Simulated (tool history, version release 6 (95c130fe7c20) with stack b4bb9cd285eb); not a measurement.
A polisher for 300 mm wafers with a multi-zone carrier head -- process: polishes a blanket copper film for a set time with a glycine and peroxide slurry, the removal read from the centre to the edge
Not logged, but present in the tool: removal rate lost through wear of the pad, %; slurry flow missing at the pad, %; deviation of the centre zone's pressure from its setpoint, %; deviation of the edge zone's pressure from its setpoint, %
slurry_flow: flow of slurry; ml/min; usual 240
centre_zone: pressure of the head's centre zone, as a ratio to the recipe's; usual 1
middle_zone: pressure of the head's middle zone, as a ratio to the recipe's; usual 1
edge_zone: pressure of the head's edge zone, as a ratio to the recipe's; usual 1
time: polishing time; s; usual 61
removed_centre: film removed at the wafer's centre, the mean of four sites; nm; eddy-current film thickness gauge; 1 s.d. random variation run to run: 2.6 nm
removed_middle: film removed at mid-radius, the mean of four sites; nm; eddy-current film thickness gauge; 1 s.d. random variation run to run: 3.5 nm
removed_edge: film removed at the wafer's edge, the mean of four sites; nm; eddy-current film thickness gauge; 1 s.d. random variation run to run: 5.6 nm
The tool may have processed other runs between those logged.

run,hour,slurry_flow,centre_zone,middle_zone,edge_zone,time,wafers since the last listed run,wafers polished on this pad,hours since the slurry nozzle was cleaned,hours since the centre zone pressure was calibrated,hours since the edge zone pressure was calibrated,hours since the carrier head's membrane was replaced,"incoming thickness of the incoming film, nm",removed_centre,removed_middle,removed_edge
1,0,240,1,0.92,1.1,70,0,2878,12,293.6,259.3,315.8,1097.3,480.2,432.4,506.8
2,106.1,295,1.1,1,1,61,786,3664,118.1,399.7,365.4,421.9,1120.4,475.7,412.2,428.4
3,202.5,240,1,1,1,61,714,4378,214.5,496.1,461.8,518.3,1100.3,422.6,403.9,422.5
4,310.4,240,1,1,1,61,799,5178,322.4,604,569.7,626.2,1092.4,427.8,407.5,431.9
# hour 329.2: carrier head's membrane replaced by a new one
5,378.3,240,1,1,1,61,466,5644,390.3,671.9,637.6,49.1,1106.8,420.2,401.6,424.3
# hour 422.3: worn pad replaced by a new one
6,440.9,295,1.09,1,0.88,51,434,138,452.9,734.5,700.2,111.7,1117.7,399.6,349.4,326.1
7,516.6,240,1,1,0.94,61,561,699,528.6,810.2,775.9,187.4,1099.8,423.4,406.7,410.6
# hour 567.9: centre zone pressure recalibrated
8,574.2,240,1,1,1,61,412,1111,586.2,6.3,833.5,245,1097,416.6,400.4,413.9
9,660.3,240,1,1,0.94,61,638,1749,672.3,92.4,919.6,331.1,1120.9,416.5,401.7,408.7
10,708.1,240,1,1,1,75,354,2103,720.1,140.2,967.4,378.9,1112.3,516.2,484.3,519.4
# hour 741.8: slurry nozzle cleaned
11,794.9,320,0.92,1,1,81,635,2739,53.1,227,1054.2,465.7,1118.3,533.2,548.8,577.1
12,895.2,240,1.06,1.04,1,61,743,3482,153.4,327.3,1154.5,566,1108.9,442.5,413.3,422.4
# hour 948.8: edge zone pressure recalibrated
# hour 995.5: carrier head's membrane replaced by a new one
13,996,240,1,1,1,61,695,4177,254.2,428.1,47.2,0.5,1105.4,423.8,400.3,417.8
# hour 1079.8: worn pad replaced by a new one
14,1097.8,280,0.96,0.89,1,49,724,133,356,529.9,149,102.3,1116.8,330.9,296.1,342.3
15,1192.1,240,0.96,1,1,61,698,832,450.3,624.2,243.3,196.6,1110.4,400.5,403,413.4
16,1290.4,240,0.95,1,1,50,728,1560,548.6,722.5,341.6,294.9,1115.1,329.4,325.3,345.9
# hour 1374.6: centre zone pressure recalibrated
17,1389.1,240,1,1,1,61,716,2277,647.3,14.5,440.3,393.6,1114.5,419.6,405.5,425.3

The next listed run, before its measurement:
18,1454.9,240,0.96,1,1,61,487,2765,713.1,80.3,506.1,459.4,1101.6,?,?,?

For run 18 the tool returned removed_centre 402.5 nm, removed_middle 408.9 nm, removed_edge 408.3 nm.
With no hidden state in the tool, this same run would have given removed_centre 402.5 nm, removed_middle 408.9 nm, removed_edge 408.3 nm.

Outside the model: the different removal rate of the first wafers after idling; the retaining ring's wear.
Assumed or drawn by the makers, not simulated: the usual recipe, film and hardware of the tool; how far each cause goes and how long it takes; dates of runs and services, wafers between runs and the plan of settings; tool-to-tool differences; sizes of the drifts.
